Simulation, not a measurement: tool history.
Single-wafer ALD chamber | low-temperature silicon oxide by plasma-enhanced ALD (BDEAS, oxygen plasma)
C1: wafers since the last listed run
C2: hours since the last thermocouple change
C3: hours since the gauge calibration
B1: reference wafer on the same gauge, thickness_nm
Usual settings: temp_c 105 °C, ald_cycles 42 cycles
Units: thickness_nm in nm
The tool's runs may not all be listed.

{"run": 1, "hour": 0.0, "temp_c": 105, "ald_cycles": 42, "C1": 0, "C2": 1776, "C3": 332, "B1": 6.692, "thickness_nm": 6.074}
{"run": 2, "hour": 22.9, "temp_c": 105, "ald_cycles": 42, "C1": 215, "C2": 1798.9, "C3": 354.9, "B1": 6.693, "thickness_nm": 6.055}
{"run": 3, "hour": 57.4, "temp_c": 105, "ald_cycles": 42, "C1": 325, "C2": 1833.4, "C3": 389.4, "B1": 6.696, "thickness_nm": 6.048}
{"run": 4, "hour": 77.5, "temp_c": 105, "ald_cycles": 42, "C1": 189, "C2": 1853.5, "C3": 409.5, "B1": 6.704, "thickness_nm": 6.049}
{"run": 5, "hour": 101.7, "temp_c": 105, "ald_cycles": 42, "C1": 228, "C2": 1877.7, "C3": 433.7, "B1": 6.706, "thickness_nm": 6.082}
{"run": 6, "hour": 120.3, "temp_c": 105, "ald_cycles": 42, "C1": 175, "C2": 1896.3, "C3": 452.3, "B1": 6.714, "thickness_nm": 6.066}
{"run": 7, "hour": 134.7, "temp_c": 113, "ald_cycles": 44, "C1": 135, "C2": 1910.7, "C3": 466.7, "B1": 6.722, "thickness_nm": 6.238}
{"hour": 174.2, "done": "gauge calibrated"}
{"run": 8, "hour": 236.6, "temp_c": 105, "ald_cycles": 42, "C1": 961, "C2": 2012.6, "C3": 62.4, "B1": 6.665, "thickness_nm": 6.036}
{"run": 9, "hour": 267.0, "temp_c": 105, "ald_cycles": 42, "C1": 286, "C2": 2043, "C3": 92.8, "B1": 6.657, "thickness_nm": 6.03}
{"run": 10, "hour": 290.8, "temp_c": 105, "ald_cycles": 46, "C1": 224, "C2": 2066.8, "C3": 116.6, "B1": 6.664, "thickness_nm": 6.624}
{"hour": 309.9, "done": "thermocouple changed; heater temperature recalibrated"}
{"run": 11, "hour": 321.0, "temp_c": 110, "ald_cycles": 39, "C1": 209, "C2": 11.1, "C3": 146.8, "B1": 6.661, "thickness_nm": 5.522}
{"run": 12, "hour": 337.2, "temp_c": 101, "ald_cycles": 34, "C1": 152, "C2": 27.3, "C3": 163, "B1": 6.671, "thickness_nm": 4.904}
{"run": 13, "hour": 417.2, "temp_c": 105, "ald_cycles": 50, "C1": 754, "C2": 107.3, "C3": 243, "B1": 6.672, "thickness_nm": 7.206}
{"run": 14, "hour": 433.7, "temp_c": 115, "ald_cycles": 46, "C1": 155, "C2": 123.8, "C3": 259.5, "B1": 6.676, "thickness_nm": 6.448}
{"run": 15, "hour": 466.5, "temp_c": 113, "ald_cycles": 47, "C1": 309, "C2": 156.6, "C3": 292.3, "B1": 6.678, "thickness_nm": 6.633}

Forecast each of these 4 alternatives for the next run:
{"run": "A", "hour": 467.0, "temp_c": 105, "ald_cycles": 42, "C1": 4, "C2": 157.1, "C3": 292.8, "B1": "?", "thickness_nm": "?"}
{"run": "B", "hour": 467.0, "temp_c": 111, "ald_cycles": 45, "C1": 4, "C2": 157.1, "C3": 292.8, "B1": "?", "thickness_nm": "?"}
{"run": "C", "hour": 467.0, "temp_c": 105, "ald_cycles": 35, "C1": 4, "C2": 157.1, "C3": 292.8, "B1": "?", "thickness_nm": "?"}
{"run": "D", "hour": 467.0, "temp_c": 92, "ald_cycles": 40, "C1": 4, "C2": 157.1, "C3": 292.8, "B1": "?", "thickness_nm": "?"}

run=A B1=6.68 thickness_nm=6.067
run=B B1=6.68 thickness_nm=6.419
run=C B1=6.68 thickness_nm=5.056
run=D B1=6.68 thickness_nm=6.038
Without the tool's hidden state the same runs would have given:
run=A thickness_nm=6.049
run=B thickness_nm=6.4
run=C thickness_nm=5.041
run=D thickness_nm=6.019

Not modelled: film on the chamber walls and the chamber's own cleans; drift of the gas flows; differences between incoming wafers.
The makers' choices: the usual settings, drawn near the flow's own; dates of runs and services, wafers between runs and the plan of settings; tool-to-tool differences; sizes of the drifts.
